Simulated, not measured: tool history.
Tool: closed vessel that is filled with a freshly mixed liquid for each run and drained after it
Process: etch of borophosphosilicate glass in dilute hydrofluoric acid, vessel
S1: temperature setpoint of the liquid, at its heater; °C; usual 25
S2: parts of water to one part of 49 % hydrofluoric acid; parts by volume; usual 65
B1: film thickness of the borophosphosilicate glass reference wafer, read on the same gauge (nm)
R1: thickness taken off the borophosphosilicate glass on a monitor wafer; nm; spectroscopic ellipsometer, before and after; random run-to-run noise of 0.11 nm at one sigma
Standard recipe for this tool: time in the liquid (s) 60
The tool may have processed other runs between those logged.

run 1 hour=0 | S1=25 S2=65 time_in_the_liquid_(s)=60 | B1=100.02 | R1=29.51
run 2 hour=8 | S1=25 S2=65 time_in_the_liquid_(s)=60 | B1=100.02 | R1=29.48
run 3 hour=19.6 | S1=25 S2=65 time_in_the_liquid_(s)=60 | B1=100.01 | R1=29.41
run 4 hour=33 | S1=25 S2=65 time_in_the_liquid_(s)=60 | B1=99.99 | R1=29.52
run 5 hour=40.3 | S1=25 S2=65 time_in_the_liquid_(s)=50 | B1=100 | R1=24.6
run 6 hour=75.7 | S1=25 S2=65 time_in_the_liquid_(s)=50 | B1=100 | R1=24.59
run 7 hour=88 | S1=25 S2=65 time_in_the_liquid_(s)=60 | B1=100.01 | R1=29.45
run 8 hour=105.4 | S1=25 S2=65 time_in_the_liquid_(s)=75 | B1=99.98 | R1=36.77
run 9 hour=117.6 | S1=25 S2=65 time_in_the_liquid_(s)=75 | B1=100.02 | R1=36.58
run 10 hour=127.6 | S1=25 S2=65 time_in_the_liquid_(s)=75 | B1=100.01 | R1=36.79
run 11 hour=140.6 | S1=23.5 S2=55 time_in_the_liquid_(s)=60 | B1=100.02 | R1=32.82
-- hour=142.2 hydrofluoric acid flow meter replaced
run 12 hour=157.3 | S1=23.5 S2=55 time_in_the_liquid_(s)=60 | B1=100.02 | R1=33.1
run 13 hour=163.7 | S1=25 S2=65 time_in_the_liquid_(s)=60 | B1=100.03 | R1=29.2
run 14 hour=180.7 | S1=25 S2=65 time_in_the_liquid_(s)=95 | B1=100 | R1=46.53
run 15 hour=189.8 | S1=27 S2=75 time_in_the_liquid_(s)=80 | B1=100.03 | R1=36.34
run 16 hour=204.6 | S1=25 S2=40 time_in_the_liquid_(s)=90 | B1=100.01 | R1=73.69
run 17 hour=216.4 | S1=23.5 S2=85 time_in_the_liquid_(s)=40 | B1=100.01 | R1=13.62
run 18 hour=225.8 | S1=27 S2=65 time_in_the_liquid_(s)=60 | B1=99.96 | R1=31.77
run 19 hour=235.9 | S1=25 S2=35 time_in_the_liquid_(s)=60 | B1=100.02 | R1=56.48
run 20 hour=251.1 | S1=25 S2=65 time_in_the_liquid_(s)=60 | B1=99.99 | R1=29.15
-- hour=260.7 thermometer replaced
-- hour=267.7 gauge calibrated
run 21 hour=268 | S1=20 S2=50 time_in_the_liquid_(s)=60 | B1=100.02 | R1=35.76
run 22 hour=285.7 | S1=28.5 S2=65 time_in_the_liquid_(s)=30 | B1=100 | R1=18.95
run 23 hour=301 | S1=30 S2=85 time_in_the_liquid_(s)=40 | B1=100.02 | R1=19.85
run 24 hour=314.3 | S1=23.5 S2=55 time_in_the_liquid_(s)=60 | B1=100.01 | R1=37.07
run 25 hour=351.1 | S1=25 S2=65 time_in_the_liquid_(s)=60 | B1=100.01 | R1=32.83

Below are 5 alternative next runs, each starting from the tool's condition after run 25. Predict each:
run A hour=351.8 | S1=25 S2=65 time_in_the_liquid_(s)=30 | B1=? | R1=?
run B hour=351.8 | S1=27.5 S2=80 time_in_the_liquid_(s)=60 | B1=? | R1=?
run C hour=351.8 | S1=25 S2=90 time_in_the_liquid_(s)=35 | B1=? | R1=?
run D hour=351.8 | S1=22 S2=85 time_in_the_liquid_(s)=85 | B1=? | R1=?
run E hour=351.8 | S1=25 S2=80 time_in_the_liquid_(s)=60 | B1=? | R1=?

run=A B1=100.01 R1=16.5
run=B B1=100.01 R1=29.03
run=C B1=100.01 R1=13.46
run=D B1=100.01 R1=30.87
run=E B1=100.01 R1=26.3
Without the tool's unlogged condition, the same runs would have read:
run=A R1=16.62
run=B R1=29.22
run=C R1=13.55
run=D R1=31.09
run=E R1=26.48

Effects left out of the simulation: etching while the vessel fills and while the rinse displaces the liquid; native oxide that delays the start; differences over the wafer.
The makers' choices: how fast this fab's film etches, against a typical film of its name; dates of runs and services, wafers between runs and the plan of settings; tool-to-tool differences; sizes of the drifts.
